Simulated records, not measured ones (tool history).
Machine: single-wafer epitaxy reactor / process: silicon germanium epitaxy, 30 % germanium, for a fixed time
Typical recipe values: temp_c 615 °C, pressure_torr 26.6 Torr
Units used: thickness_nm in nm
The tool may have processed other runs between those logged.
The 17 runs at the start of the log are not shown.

| run | day | temp_c | pressure_torr | wafers since the last listed run | hours since the last pyrometer calibration | hours since the last manometer calibration | hours since the showerhead was replaced | hours since the gauge calibration | read-back reference wafer on the same gauge, thickness_nm | thickness_nm |
|---|---|---|---|---|---|---|---|---|---|---|
| 18 | 40.767 | 615 | 26.6 | 980 | 2469.3 | 1517.9 | 232.8 | 169.6 | 85.809 | 87.354 |
| 19 | 42.325 | 615 | 22.8 | 661 | 2506.7 | 1555.3 | 270.2 | 207 | 85.82 | 82.91 |
| 20 | 43.929 | 615 | 26.6 | 681 | 2545.2 | 1593.8 | 308.7 | 245.5 | 85.767 | 87.687 |
| 21 | 45.567 | 606 | 32.6 | 695 | 2584.5 | 1633.1 | 348 | 284.8 | 85.827 | 80.979 |
| 22 | 48.121 | 600 | 30.7 | 1084 | 2645.8 | 1694.4 | 409.3 | 346.1 | 85.778 | 71.557 |
|  | 49.967 | pyrometer calibrated |
| 23 | 49.988 | 602 | 26.6 | 651 | 0.5 | 1739.2 | 454.1 | 390.9 | 85.811 | 72.181 |
| 24 | 57.488 | 606 | 23.2 | 3184 | 180.5 | 1919.2 | 634.1 | 570.9 | 85.789 | 73.058 |
|  | 58.908 | capacitance manometer re-zeroed and calibrated |
| 25 | 58.929 | 620 | 23.1 | 470 | 215.1 | 0.5 | 668.7 | 605.5 | 85.784 | 93.935 |
| 26 | 60.304 | 615 | 21.9 | 583 | 248.1 | 33.5 | 701.7 | 638.5 | 85.805 | 84.731 |
| 27 | 61.625 | 615 | 20.7 | 560 | 279.8 | 65.2 | 733.4 | 670.2 | 85.784 | 82.973 |
| 28 | 63.767 | 623 | 32.3 | 909 | 331.2 | 116.6 | 784.8 | 721.6 | 85.765 | 110.267 |
| 29 | 65.225 | 615 | 26.6 | 619 | 366.2 | 151.6 | 819.8 | 756.6 | 85.806 | 90.391 |
| 30 | 67.142 | 615 | 26.6 | 813 | 412.2 | 197.6 | 865.8 | 802.6 | 85.765 | 90.132 |
| 31 | 68.629 | 615 | 30.1 | 631 | 447.9 | 233.3 | 901.5 | 838.3 | 85.761 | 93.869 |
| 32 | 70.104 | 615 | 26.6 | 626 | 483.3 | 268.7 | 936.9 | 873.7 | 85.779 | 89.951 |
| 33 | 72.817 | 626 | 33.1 | 1151 | 548.4 | 333.8 | 1002 | 938.8 | 85.823 | 116.715 |
| 34 | 73.854 | 621 | 28.9 | 440 | 573.3 | 358.7 | 1026.9 | 963.7 | 85.807 | 101.962 |

5 options for the next run, each taken on its own from the tool as it stands now. Forecast them:
| A | 73.871 | 629 | 26.6 | 7 | 573.7 | 359.1 | 1027.3 | 964.1 | ? | ? |
| B | 73.871 | 615 | 31.6 | 7 | 573.7 | 359.1 | 1027.3 | 964.1 | ? | ? |
| C | 73.871 | 606 | 26.6 | 7 | 573.7 | 359.1 | 1027.3 | 964.1 | ? | ? |
| D | 73.871 | 615 | 21.4 | 7 | 573.7 | 359.1 | 1027.3 | 964.1 | ? | ? |
| E | 73.871 | 624 | 29.2 | 7 | 573.7 | 359.1 | 1027.3 | 964.1 | ? | ? |

| run | read-back reference wafer on the same gauge, thickness_nm | thickness_nm |
|---|---|---|
| A | 85.778 | 112.78 |
| B | 85.778 | 95.381 |
| C | 85.778 | 77.129 |
| D | 85.778 | 83.132 |
| E | 85.778 | 107.508 |
Without the tool's unlogged condition, the same runs would have read:
| run | thickness_nm |
|---|---|
| A | 114.756 |
| B | 97.093 |
| C | 78.535 |
| D | 84.624 |
| E | 109.408 |
